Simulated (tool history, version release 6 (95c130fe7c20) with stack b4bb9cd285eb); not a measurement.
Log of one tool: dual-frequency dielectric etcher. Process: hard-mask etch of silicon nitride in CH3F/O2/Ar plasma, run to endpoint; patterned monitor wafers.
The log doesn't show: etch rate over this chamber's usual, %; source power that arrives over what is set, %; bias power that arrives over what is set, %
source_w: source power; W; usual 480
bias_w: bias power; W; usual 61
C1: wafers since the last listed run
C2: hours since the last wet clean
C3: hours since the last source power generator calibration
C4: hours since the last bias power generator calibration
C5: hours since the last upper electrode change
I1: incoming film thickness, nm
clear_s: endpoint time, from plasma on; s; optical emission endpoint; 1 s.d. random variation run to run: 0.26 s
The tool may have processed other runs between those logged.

{"run": 1, "hour": 0.0, "source_w": 520, "bias_w": 71, "C1": 0, "C2": 324.7, "C3": 1732.7, "C4": 3875.5, "C5": 4543.9, "I1": 31.23, "clear_s": 38.9}
{"run": 2, "hour": 15.1, "source_w": 520, "bias_w": 71, "C1": 218, "C2": 339.8, "C3": 1747.8, "C4": 3890.6, "C5": 4559.0, "I1": 31.54, "clear_s": 39.4}
{"run": 3, "hour": 25.8, "source_w": 520, "bias_w": 71, "C1": 154, "C2": 350.5, "C3": 1758.5, "C4": 3901.3, "C5": 4569.7, "I1": 31.46, "clear_s": 39.2}
{"run": 4, "hour": 43.3, "source_w": 480, "bias_w": 61, "C1": 252, "C2": 368.0, "C3": 1776.0, "C4": 3918.8, "C5": 4587.2, "I1": 31.26, "clear_s": 43.0}
{"run": 5, "hour": 54.4, "source_w": 520, "bias_w": 51, "C1": 160, "C2": 379.1, "C3": 1787.1, "C4": 3929.9, "C5": 4598.3, "I1": 30.79, "clear_s": 43.4}
{"run": 6, "hour": 71.9, "source_w": 520, "bias_w": 51, "C1": 252, "C2": 396.6, "C3": 1804.6, "C4": 3947.4, "C5": 4615.8, "I1": 31.51, "clear_s": 43.9}
{"run": 7, "hour": 95.9, "source_w": 520, "bias_w": 51, "C1": 346, "C2": 420.6, "C3": 1828.6, "C4": 3971.4, "C5": 4639.8, "I1": 31.15, "clear_s": 44.0}
{"run": 8, "hour": 103.4, "source_w": 480, "bias_w": 58, "C1": 108, "C2": 428.1, "C3": 1836.1, "C4": 3978.9, "C5": 4647.3, "I1": 31.34, "clear_s": 43.7}
{"run": 9, "hour": 115.9, "source_w": 480, "bias_w": 58, "C1": 180, "C2": 440.6, "C3": 1848.6, "C4": 3991.4, "C5": 4659.8, "I1": 31.66, "clear_s": 44.1}
{"run": 10, "hour": 122.5, "source_w": 480, "bias_w": 61, "C1": 95, "C2": 447.2, "C3": 1855.2, "C4": 3998.0, "C5": 4666.4, "I1": 31.42, "clear_s": 43.0}
{"run": 11, "hour": 130.6, "source_w": 480, "bias_w": 61, "C1": 116, "C2": 455.3, "C3": 1863.3, "C4": 4006.1, "C5": 4674.5, "I1": 31.57, "clear_s": 43.0}
{"run": 12, "hour": 145.2, "source_w": 480, "bias_w": 61, "C1": 210, "C2": 469.9, "C3": 1877.9, "C4": 4020.7, "C5": 4689.1, "I1": 31.49, "clear_s": 42.8}
{"hour": 154.6, "done": "bias power generator calibrated"}
{"run": 13, "hour": 156.1, "source_w": 520, "bias_w": 53, "C1": 99, "C2": 480.8, "C3": 1888.8, "C4": 1.5, "C5": 4700.0, "I1": 31.44, "clear_s": 43.5}
{"run": 14, "hour": 169.2, "source_w": 520, "bias_w": 53, "C1": 189, "C2": 493.9, "C3": 1901.9, "C4": 14.6, "C5": 4713.1, "I1": 31.4, "clear_s": 42.9}
{"run": 15, "hour": 176.8, "source_w": 520, "bias_w": 53, "C1": 109, "C2": 501.5, "C3": 1909.5, "C4": 22.2, "C5": 4720.7, "I1": 31.34, "clear_s": 43.1}
{"run": 16, "hour": 188.2, "source_w": 530, "bias_w": 61, "C1": 164, "C2": 512.9, "C3": 1920.9, "C4": 33.6, "C5": 4732.1, "I1": 31.64, "clear_s": 41.2}
{"run": 17, "hour": 201.3, "source_w": 480, "bias_w": 61, "C1": 189, "C2": 526.0, "C3": 1934.0, "C4": 46.7, "C5": 4745.2, "I1": 31.35, "clear_s": 42.1}
{"run": 18, "hour": 208.9, "source_w": 390, "bias_w": 71, "C1": 109, "C2": 533.6, "C3": 1941.6, "C4": 54.3, "C5": 4752.8, "I1": 30.94, "clear_s": 43.2}
{"run": 19, "hour": 223.3, "source_w": 390, "bias_w": 61, "C1": 207, "C2": 548.0, "C3": 1956.0, "C4": 68.7, "C5": 4767.2, "I1": 31.19, "clear_s": 46.9}
{"run": 20, "hour": 234.5, "source_w": 540, "bias_w": 68, "C1": 161, "C2": 559.2, "C3": 1967.2, "C4": 79.9, "C5": 4778.4, "I1": 31.28, "clear_s": 38.2}
{"run": 21, "hour": 243.4, "source_w": 450, "bias_w": 55, "C1": 128, "C2": 568.1, "C3": 1976.1, "C4": 88.8, "C5": 4787.3, "I1": 31.15, "clear_s": 44.6}
{"hour": 271.4, "done": "wet clean of the chamber"}
{"hour": 283.2, "done": "upper electrode replaced"}
{"run": 22, "hour": 283.7, "source_w": 480, "bias_w": 61, "C1": 65, "C2": 12.3, "C3": 2016.4, "C4": 129.1, "C5": 0.5, "I1": 31.05, "clear_s": 43.8}
{"run": 23, "hour": 284.0, "source_w": 590, "bias_w": 74, "C1": 4, "C2": 12.6, "C3": 2016.7, "C4": 129.4, "C5": 0.8, "I1": 31.43, "clear_s": 37.4}
{"run": 24, "hour": 284.3, "source_w": 590, "bias_w": 68, "C1": 4, "C2": 12.9, "C3": 2017.0, "C4": 129.7, "C5": 1.1, "I1": 31.42, "clear_s": 38.4}
{"run": 25, "hour": 294.0, "source_w": 480, "bias_w": 61, "C1": 140, "C2": 22.6, "C3": 2026.7, "C4": 139.4, "C5": 10.8, "I1": 31.02, "clear_s": 43.7}
{"run": 26, "hour": 307.7, "source_w": 430, "bias_w": 61, "C1": 197, "C2": 36.3, "C3": 2040.4, "C4": 153.1, "C5": 24.5, "I1": 31.1, "clear_s": 46.2}
{"hour": 323.6, "done": "source power generator calibrated"}
{"run": 27, "hour": 347.9, "source_w": 560, "bias_w": 69, "C1": 522, "C2": 76.5, "C3": 24.3, "C4": 193.3, "C5": 64.7, "I1": 31.28, "clear_s": 39.1}
{"run": 28, "hour": 364.0, "source_w": 430, "bias_w": 73, "C1": 232, "C2": 92.6, "C3": 40.4, "C4": 209.4, "C5": 80.8, "I1": 31.37, "clear_s": 43.6}
{"run": 29, "hour": 371.0, "source_w": 570, "bias_w": 46, "C1": 101, "C2": 99.6, "C3": 47.4, "C4": 216.4, "C5": 87.8, "I1": 31.3, "clear_s": 44.9}
{"run": 30, "hour": 379.5, "source_w": 560, "bias_w": 61, "C1": 122, "C2": 108.1, "C3": 55.9, "C4": 224.9, "C5": 96.3, "I1": 31.05, "clear_s": 40.2}
{"run": 31, "hour": 392.0, "source_w": 540, "bias_w": 68, "C1": 180, "C2": 120.6, "C3": 68.4, "C4": 237.4, "C5": 108.8, "I1": 31.21, "clear_s": 39.2}
{"run": 32, "hour": 421.1, "source_w": 480, "bias_w": 58, "C1": 420, "C2": 149.7, "C3": 97.5, "C4": 266.5, "C5": 137.9, "I1": 31.62, "clear_s": 44.6}
{"run": 33, "hour": 427.5, "source_w": 370, "bias_w": 70, "C1": 92, "C2": 156.1, "C3": 103.9, "C4": 272.9, "C5": 144.3, "I1": 31.32, "clear_s": 46.8}
{"run": 34, "hour": 436.3, "source_w": 520, "bias_w": 52, "C1": 127, "C2": 164.9, "C3": 112.7, "C4": 281.7, "C5": 153.1, "I1": 31.36, "clear_s": 44.7}

Alternative continuations, all from the tool just after run 34; predict every row:
{"run": "A", "hour": 436.7, "source_w": 480, "bias_w": 50, "C1": 5, "C2": 165.3, "C3": 113.1, "C4": 282.1, "C5": 153.5, "I1": 31.15, "clear_s": "?"}
{"run": "B", "hour": 436.7, "source_w": 410, "bias_w": 47, "C1": 5, "C2": 165.3, "C3": 113.1, "C4": 282.1, "C5": 153.5, "I1": 31.15, "clear_s": "?"}
{"run": "C", "hour": 436.7, "source_w": 360, "bias_w": 55, "C1": 5, "C2": 165.3, "C3": 113.1, "C4": 282.1, "C5": 153.5, "I1": 31.15, "clear_s": "?"}
{"run": "D", "hour": 436.7, "source_w": 370, "bias_w": 55, "C1": 5, "C2": 165.3, "C3": 113.1, "C4": 282.1, "C5": 153.5, "I1": 31.15, "clear_s": "?"}
{"run": "E", "hour": 436.7, "source_w": 440, "bias_w": 51, "C1": 5, "C2": 165.3, "C3": 113.1, "C4": 282.1, "C5": 153.5, "I1": 31.15, "clear_s": "?"}

run=A clear_s=46.4
run=B clear_s=51.4
run=C clear_s=51.9
run=D clear_s=51.1
run=E clear_s=48.1
Stripped of hidden state, with their random variation kept, the same runs would have yielded:
run=A clear_s=46.9
run=B clear_s=51.9
run=C clear_s=52.4
run=D clear_s=51.7
run=E clear_s=48.6

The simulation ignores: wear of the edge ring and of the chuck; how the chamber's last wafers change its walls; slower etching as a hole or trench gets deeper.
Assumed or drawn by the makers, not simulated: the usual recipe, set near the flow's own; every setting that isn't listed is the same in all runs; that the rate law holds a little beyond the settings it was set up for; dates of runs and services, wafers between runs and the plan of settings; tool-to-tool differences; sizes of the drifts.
